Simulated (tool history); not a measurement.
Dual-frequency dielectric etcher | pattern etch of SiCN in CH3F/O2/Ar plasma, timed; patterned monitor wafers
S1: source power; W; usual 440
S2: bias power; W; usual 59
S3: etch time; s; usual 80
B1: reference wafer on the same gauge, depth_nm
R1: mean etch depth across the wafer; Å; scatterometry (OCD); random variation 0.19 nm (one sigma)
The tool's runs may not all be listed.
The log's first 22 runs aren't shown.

run,day,S1,S2,S3,B1,R1
23,13.412,360,49,80,26.59,248.4
24,14.021,360,64,59,26.59,192
25,14.717,540,64,80,26.61,292.8
26,15.062,440,59,72.5,26.58,247.6
27,15.388,440,59,80,26.56,270.6
28,16.108,500,66,72.5,26.58,258.1
29,16.471,350,47,80,26.59,239.6
30,16.908,440,72,89,26.58,310.3
31,17.479,440,72,89,26.63,311.4

Forecast each of these 3 alternatives for the next run:
A,17.496,440,66,80,?,?
B,17.496,500,71,86.5,?,?
C,17.496,390,50,80,?,?

run,B1,R1
A,26.61,275
B,26.61,315
C,26.61,251.7
Without the tool's hidden state the same runs would have given:
run,R1
A,283.8
B,325
C,259.8
